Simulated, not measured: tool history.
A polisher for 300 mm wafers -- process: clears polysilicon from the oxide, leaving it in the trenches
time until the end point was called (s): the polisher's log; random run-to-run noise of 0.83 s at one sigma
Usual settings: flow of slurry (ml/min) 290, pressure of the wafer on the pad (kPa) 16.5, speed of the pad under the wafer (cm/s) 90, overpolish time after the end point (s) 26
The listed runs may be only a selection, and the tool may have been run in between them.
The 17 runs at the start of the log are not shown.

run	hour	flow of slurry (ml/min)	pressure of the wafer on the pad (kPa)	speed of the pad under the wafer (cm/s)	overpolish time after the end point (s)	wafers since the last listed run	wafers polished on this pad	hours since the slurry nozzle was cleaned	hours since the head pressure was calibrated	incoming thickness of the incoming film, nm	time until the end point was called (s)
18	940.1	290	16.5	90	26	355	6347	649.1	223.9	770.5	75.9
# hour 979.3: worn pad replaced by a new one
19	1007.6	215	22.1	102	35	742	331	716.6	291.4	760.1	49.2
20	1050.1	235	17.9	60	42	496	828	759.1	333.9	770.6	102
21	1087.3	260	13.1	98	26	434	1263	796.3	371.1	746.4	84.2
# hour 1102.8: slurry nozzle cleaned
22	1158.2	290	15.2	60	38	817	2080	55.4	442	774.1	119.6
23	1211.5	290	16.5	90	26	623	2703	108.7	495.3	750.4	72.9
24	1243	200	16.5	90	26	368	3071	140.2	526.8	760	77.7
25	1313.8	290	14.5	90	26	827	3899	211	597.6	761.6	86
26	1370.8	290	13.1	90	26	666	4565	268	654.6	755.7	92
27	1400.9	355	15.2	90	20	351	4917	298.1	684.7	761.7	78.9
28	1460.2	215	16.5	90	26	693	5611	357.4	744	763.2	76.1
# hour 1519.7: worn pad replaced by a new one
29	1530.8	200	16.5	62	26	778	129	428	814.6	764.7	107.8
30	1574	290	20	90	26	505	634	471.2	857.8	749.4	60
31	1639.3	290	16.5	76	26	763	1397	536.5	923.1	760.5	86.8
# hour 1668.7: head pressure recalibrated
32	1680.3	335	20.7	78	16	455	1853	577.5	11.6	752.7	66.9
33	1751.9	290	16.5	108	15	837	2690	649.1	83.2	750.5	61.2
34	1792.3	290	16.5	90	26	472	3163	689.5	123.6	756.5	73.2
35	1859.4	290	16.5	110	41	784	3947	756.6	190.7	755.4	61.3

Branching from run 35: 3 alternative next runs. What would each branch give?
A	1859.8	345	16.5	90	26	4	3952	757	191.1	768	?
B	1859.8	385	13.8	82	26	4	3952	757	191.1	768	?
C	1859.8	290	18.6	62	17	4	3952	757	191.1	768	?

run	time until the end point was called (s)
A	74.5
B	96.7
C	94.7
Take away the tool's hidden state, keep each run's random variation, and the runs would have read:
run	time until the end point was called (s)
A	74.5
B	96.7
C	94.7
